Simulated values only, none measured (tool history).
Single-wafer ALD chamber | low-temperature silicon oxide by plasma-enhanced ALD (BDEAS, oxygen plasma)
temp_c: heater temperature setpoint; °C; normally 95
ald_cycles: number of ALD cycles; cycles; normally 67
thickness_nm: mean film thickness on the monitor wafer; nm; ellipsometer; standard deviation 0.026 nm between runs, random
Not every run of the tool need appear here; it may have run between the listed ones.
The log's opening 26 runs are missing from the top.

| run | hour | temp_c | ald_cycles | wafers since the last listed run | hours since the last thermocouple change | hours since the gauge calibration | read-back reference wafer on the same gauge, thickness_nm | thickness_nm |
|---|---|---|---|---|---|---|---|---|
| 27 | 357.0 | 89 | 54 | 32 | 24.0 | 294.0 | 9.697 | 8.627 |
| 28 | 368.8 | 95 | 76 | 46 | 35.8 | 305.8 | 9.697 | 11.860 |
| 29 | 382.2 | 108 | 54 | 52 | 49.2 | 319.2 | 9.696 | 8.122 |
| 30 | 396.1 | 104 | 63 | 54 | 63.1 | 333.1 | 9.704 | 9.555 |
| 31 | 412.0 | 89 | 67 | 62 | 79.0 | 349.0 | 9.704 | 10.683 |
|  | 419.1 | gauge calibrated |
| 32 | 422.0 | 95 | 67 | 39 | 89.0 | 2.9 | 9.705 | 10.470 |
| 33 | 429.1 | 95 | 79 | 28 | 96.1 | 10.0 | 9.708 | 12.288 |
| 34 | 436.8 | 106 | 54 | 30 | 103.8 | 17.7 | 9.708 | 8.140 |
| 35 | 447.9 | 95 | 67 | 43 | 114.9 | 28.8 | 9.701 | 10.420 |
| 36 | 465.6 | 83 | 67 | 70 | 132.6 | 46.5 | 9.700 | 10.931 |
| 37 | 477.6 | 82 | 77 | 47 | 144.6 | 58.5 | 9.699 | 12.639 |
| 38 | 498.2 | 95 | 67 | 81 | 165.2 | 79.1 | 9.688 | 10.474 |
| 39 | 512.2 | 88 | 60 | 55 | 179.2 | 93.1 | 9.701 | 9.609 |
| 40 | 526.6 | 89 | 67 | 56 | 193.6 | 107.5 | 9.704 | 10.674 |
| 41 | 541.4 | 82 | 73 | 58 | 208.4 | 122.3 | 9.697 | 11.958 |

Below are 3 alternative next runs, each starting from the tool's condition after run 41. Predict each:
| A | 541.9 | 95 | 67 | 1 | 208.9 | 122.8 | ? | ? |
| B | 541.9 | 100 | 79 | 1 | 208.9 | 122.8 | ? | ? |
| C | 541.9 | 95 | 70 | 1 | 208.9 | 122.8 | ? | ? |

| run | read-back reference wafer on the same gauge, thickness_nm | thickness_nm |
|---|---|---|
| A | 9.702 | 10.468 |
| B | 9.702 | 12.110 |
| C | 9.702 | 10.937 |
What these runs would have given with no unlogged condition in the tool:
| run | thickness_nm |
|---|---|
| A | 10.468 |
| B | 12.110 |
| C | 10.937 |
